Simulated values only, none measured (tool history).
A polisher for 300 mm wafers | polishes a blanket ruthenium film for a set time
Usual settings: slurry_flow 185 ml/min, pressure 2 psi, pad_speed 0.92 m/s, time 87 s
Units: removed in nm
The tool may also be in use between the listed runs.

| run | day | slurry_flow | pressure | pad_speed | time | wafers since the last listed run | wafers polished on this pad | hours since the slurry nozzle was cleaned | hours since the head pressure was calibrated | incoming thickness of the incoming film, nm | removed |
|---|---|---|---|---|---|---|---|---|---|---|---|
| 1 | 0 | 185 | 2 | 0.92 | 96 | 0 | 275 | 12.4 | 8.5 | 569 | 101.7 |
| 2 | 3.5 | 185 | 2 | 0.92 | 87 | 534 | 810 | 96.4 | 92.5 | 575.1 | 94.5 |
| 3 | 5.046 | 185 | 2 | 0.92 | 87 | 236 | 1046 | 133.5 | 129.6 | 577.2 | 92.9 |
| 4 | 13.8 | 205 | 2 | 0.92 | 87 | 1337 | 2384 | 343.6 | 339.7 | 576.1 | 100.3 |
|  | 15.221 | worn pad replaced by a new one |
| 5 | 15.371 | 205 | 2 | 0.92 | 87 | 214 | 23 | 381.3 | 377.4 | 569.3 | 103 |
|  | 16.988 | head pressure recalibrated |
| 6 | 17.208 | 185 | 2 | 0.92 | 87 | 268 | 291 | 425.4 | 5.3 | 573.2 | 92.3 |
| 7 | 20.308 | 185 | 2.3 | 0.92 | 103 | 473 | 764 | 499.8 | 79.7 | 575.1 | 126.7 |
| 8 | 23.171 | 185 | 2.3 | 0.92 | 103 | 437 | 1202 | 568.5 | 148.4 | 567.8 | 124.1 |
| 9 | 26.917 | 220 | 2 | 0.92 | 87 | 572 | 1774 | 658.4 | 238.3 | 558.2 | 96.1 |
| 10 | 28.721 | 220 | 2 | 0.92 | 87 | 275 | 2050 | 701.7 | 281.6 | 569.5 | 100.6 |
|  | 31.25 | slurry nozzle cleaned |
| 11 | 31.888 | 185 | 2 | 1.14 | 87 | 477 | 2527 | 15.3 | 357.6 | 568.7 | 123.8 |
|  | 33.267 | worn pad replaced by a new one |
| 12 | 34.546 | 185 | 2 | 1.14 | 87 | 380 | 195 | 79.1 | 421.4 | 570 | 123.7 |
|  | 36.333 | head pressure recalibrated |
| 13 | 37.267 | 135 | 2.3 | 0.92 | 87 | 403 | 598 | 144.4 | 22.4 | 569.9 | 97.5 |
| 14 | 40.071 | 185 | 2.3 | 0.92 | 87 | 428 | 1026 | 211.7 | 89.7 | 564.6 | 103.3 |
| 15 | 42.546 | 185 | 2.3 | 0.92 | 87 | 378 | 1405 | 271.1 | 149.1 | 572.6 | 102.9 |
| 16 | 44.375 | 185 | 2 | 0.92 | 87 | 279 | 1684 | 315 | 193 | 564.2 | 97 |
| 17 | 47.125 | 185 | 2 | 0.92 | 87 | 420 | 2104 | 381 | 259 | 568 | 96.9 |
|  | 49.567 | worn pad replaced by a new one |
| 18 | 49.967 | 205 | 1.4 | 0.92 | 98 | 408 | 61 | 449.2 | 327.2 | 581 | 81.6 |
| 19 | 52.508 | 185 | 2 | 0.68 | 87 | 388 | 449 | 510.2 | 388.2 | 577.8 | 73.9 |
| 20 | 54.638 | 230 | 2 | 1.2 | 87 | 325 | 774 | 561.3 | 439.3 | 568.4 | 131 |
|  | 55.775 | head pressure recalibrated |
| 21 | 57.412 | 150 | 1.4 | 1.14 | 79 | 411 | 1186 | 627.9 | 39.3 | 564.1 | 77 |
| 22 | 61.796 | 185 | 2 | 0.92 | 87 | 669 | 1855 | 733.1 | 144.5 | 572.1 | 96.3 |
| 23 | 63.308 | 185 | 2 | 1.04 | 67 | 231 | 2087 | 769.4 | 180.8 | 572.1 | 83.4 |
|  | 65.942 | worn pad replaced by a new one |
|  | 66.396 | slurry nozzle cleaned |
| 24 | 66.912 | 225 | 2.5 | 0.6 | 106 | 518 | 142 | 12.4 | 267.3 | 568.6 | 95.7 |
| 25 | 70.083 | 185 | 2 | 1.02 | 58 | 484 | 626 | 88.5 | 343.4 | 577 | 73.4 |
| 26 | 71.617 | 225 | 1.7 | 0.74 | 76 | 234 | 861 | 125.3 | 380.2 | 573.8 | 61.2 |
|  | 72.175 | head pressure recalibrated |
| 27 | 73.192 | 125 | 2 | 0.82 | 73 | 227 | 1088 | 163.1 | 24.4 | 575.4 | 64.5 |
| 28 | 76.562 | 185 | 2 | 0.92 | 87 | 515 | 1604 | 244 | 105.3 | 577 | 93.5 |
| 29 | 80.396 | 185 | 2 | 0.92 | 87 | 585 | 2189 | 336 | 197.3 | 573.1 | 95.3 |
|  | 82.242 | worn pad replaced by a new one |
| 30 | 82.262 | 220 | 2.3 | 0.64 | 87 | 259 | 3 | 380.8 | 242.1 | 575 | 74.7 |
| 31 | 84.4 | 185 | 1.8 | 0.92 | 112 | 326 | 329 | 432.1 | 293.4 | 578.6 | 115.8 |
| 32 | 86.362 | 240 | 2.5 | 0.92 | 87 | 299 | 629 | 479.2 | 340.5 | 564.2 | 122.9 |
| 33 | 90.117 | 185 | 2 | 0.92 | 87 | 573 | 1203 | 569.3 | 430.6 | 571.1 | 103 |
|  | 93.3 | head pressure recalibrated |
| 34 | 93.429 | 220 | 1.6 | 0.92 | 87 | 493 | 1696 | 648.8 | 3.1 | 577 | 78.2 |

What the log doesn't show, run by run:
removal rate lost through wear of the pad, %: 0 in every run
slurry flow missing at the pad, %: 0 in every run
H1: deviation of the head's pressure from its setpoint, %
| run | H1 |
|---|---|
| 1 | 2.1 |
| 2 | 4.33 |
| 3 | 5.31 |
| 4 | 10.9 |
| 5 | 11.9 |
| 6 | -0.434 |
| 7 | 1.54 |
| 8 | 3.36 |
| 9 | 5.75 |
| 10 | 6.9 |
| 11 | 8.92 |
| 12 | 10.6 |
| 13 | -0.937 |
| 14 | 0.85 |
| 15 | 2.43 |
| 16 | 3.59 |
| 17 | 5.34 |
| 18 | 7.16 |
| 19 | 8.77 |
| 20 | 10.1 |
| 21 | 1.19 |
| 22 | 3.98 |
| 23 | 4.95 |
| 24 | 7.24 |
| 25 | 9.26 |
| 26 | 10.2 |
| 27 | 0.233 |
| 28 | 2.38 |
| 29 | 4.82 |
| 30 | 6.01 |
| 31 | 7.37 |
| 32 | 8.63 |
| 33 | 11 |
| 34 | 0.88 |
